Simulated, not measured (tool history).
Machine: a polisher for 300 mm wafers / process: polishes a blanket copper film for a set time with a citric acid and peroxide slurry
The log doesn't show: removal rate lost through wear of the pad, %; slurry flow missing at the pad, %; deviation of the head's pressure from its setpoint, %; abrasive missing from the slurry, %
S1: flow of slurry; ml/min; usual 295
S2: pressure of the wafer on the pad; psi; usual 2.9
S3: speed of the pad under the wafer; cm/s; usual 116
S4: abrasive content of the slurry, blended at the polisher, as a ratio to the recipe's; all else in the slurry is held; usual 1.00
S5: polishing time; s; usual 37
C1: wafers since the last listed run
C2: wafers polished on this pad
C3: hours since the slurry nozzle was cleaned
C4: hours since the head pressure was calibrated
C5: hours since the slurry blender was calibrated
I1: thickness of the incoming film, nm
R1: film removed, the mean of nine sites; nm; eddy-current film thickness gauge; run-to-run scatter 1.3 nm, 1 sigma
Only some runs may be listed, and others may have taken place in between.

| run | day | S1 | S2 | S3 | S4 | S5 | C1 | C2 | C3 | C4 | C5 | I1 | R1 |
|---|---|---|---|---|---|---|---|---|---|---|---|---|---|
| 1 | 0.000 | 295 | 2.9 | 116 | 1.00 | 37 | 0 | 39 | 278.5 | 549.7 | 330.4 | 510.1 | 90.9 |
|  | 1.358 | slurry nozzle cleaned |
|  | 1.738 | slurry blender recalibrated |
| 2 | 2.254 | 295 | 2.9 | 116 | 1.00 | 37 | 581 | 621 | 21.5 | 603.8 | 12.4 | 511.6 | 86.7 |
| 3 | 3.917 | 295 | 2.9 | 116 | 1.00 | 37 | 453 | 1075 | 61.4 | 643.7 | 52.3 | 512.3 | 83.8 |
| 4 | 6.633 | 295 | 2.9 | 116 | 1.00 | 37 | 741 | 1816 | 126.6 | 708.9 | 117.5 | 511.2 | 81.5 |
| 5 | 8.171 | 295 | 2.9 | 116 | 1.00 | 37 | 419 | 2236 | 163.5 | 745.8 | 154.4 | 501.4 | 80.6 |
|  | 10.588 | worn pad replaced by a new one |
| 6 | 11.329 | 295 | 2.9 | 116 | 1.00 | 37 | 816 | 202 | 239.3 | 821.6 | 230.2 | 510.8 | 89.7 |
|  | 13.121 | slurry nozzle cleaned |
| 7 | 13.317 | 295 | 3.7 | 116 | 1.00 | 37 | 531 | 733 | 4.7 | 869.3 | 277.9 | 501.0 | 106.6 |
|  | 15.983 | slurry blender recalibrated |
| 8 | 17.054 | 295 | 2.9 | 116 | 1.00 | 47 | 997 | 1731 | 94.4 | 959.0 | 25.7 | 513.9 | 106.5 |
| 9 | 20.146 | 295 | 2.9 | 116 | 1.00 | 47 | 844 | 2575 | 168.6 | 1033.2 | 99.9 | 515.5 | 103.5 |
|  | 20.704 | worn pad replaced by a new one |
| 10 | 22.600 | 295 | 2.5 | 128 | 1.00 | 33 | 624 | 517 | 227.5 | 1092.1 | 158.8 | 514.8 | 75.4 |
|  | 24.962 | head pressure recalibrated |
| 11 | 26.129 | 295 | 2.9 | 116 | 0.90 | 26 | 940 | 1458 | 312.2 | 28.0 | 243.5 | 519.2 | 56.2 |
|  | 26.812 | slurry nozzle cleaned |
|  | 29.321 | slurry blender recalibrated |
| 12 | 30.621 | 240 | 2.9 | 126 | 0.70 | 37 | 1192 | 2650 | 91.4 | 135.8 | 31.2 | 512.3 | 77.5 |
|  | 30.962 | worn pad replaced by a new one |
| 13 | 33.971 | 295 | 2.9 | 116 | 1.25 | 37 | 869 | 820 | 171.8 | 216.2 | 111.6 | 512.2 | 90.7 |
| 14 | 36.617 | 355 | 3.3 | 116 | 1.00 | 37 | 722 | 1543 | 235.3 | 279.7 | 175.1 | 505.5 | 94.4 |
|  | 39.392 | slurry nozzle cleaned |
|  | 39.975 | worn pad replaced by a new one |
| 15 | 40.617 | 295 | 2.5 | 128 | 1.00 | 33 | 1035 | 174 | 29.4 | 375.7 | 271.1 | 510.0 | 78.6 |
| 16 | 44.862 | 250 | 2.2 | 116 | 1.25 | 47 | 1159 | 1334 | 131.3 | 477.6 | 373.0 | 518.8 | 89.3 |
|  | 45.583 | slurry blender recalibrated |
| 17 | 46.983 | 295 | 2.9 | 116 | 1.00 | 37 | 556 | 1890 | 182.2 | 528.5 | 33.6 | 509.6 | 82.5 |
|  | 48.650 | worn pad replaced by a new one |
| 18 | 49.833 | 295 | 2.9 | 116 | 1.00 | 37 | 732 | 322 | 250.6 | 596.9 | 102.0 | 515.8 | 87.1 |

5 options for the next run, each taken on its own from the tool as it stands now. Forecast them:
| A | 49.850 | 295 | 2.9 | 116 | 1.00 | 37 | 4 | 327 | 251.0 | 597.3 | 102.4 | 507.4 | ? |
| B | 49.850 | 295 | 3.7 | 128 | 1.00 | 37 | 4 | 327 | 251.0 | 597.3 | 102.4 | 507.4 | ? |
| C | 49.850 | 295 | 2.9 | 116 | 1.00 | 30 | 4 | 327 | 251.0 | 597.3 | 102.4 | 507.4 | ? |
| D | 49.850 | 385 | 3.6 | 116 | 1.00 | 31 | 4 | 327 | 251.0 | 597.3 | 102.4 | 507.4 | ? |
| E | 49.850 | 295 | 2.4 | 138 | 1.00 | 37 | 4 | 327 | 251.0 | 597.3 | 102.4 | 507.4 | ? |

| run | R1 |
|---|---|
| A | 87.4 |
| B | 119.4 |
| C | 70.9 |
| D | 90.1 |
| E | 88.1 |
Without the tool's unlogged condition, the same runs would have read:
| run | R1 |
|---|---|
| A | 92.4 |
| B | 126.3 |
| C | 75.0 |
| D | 95.2 |
| E | 93.1 |
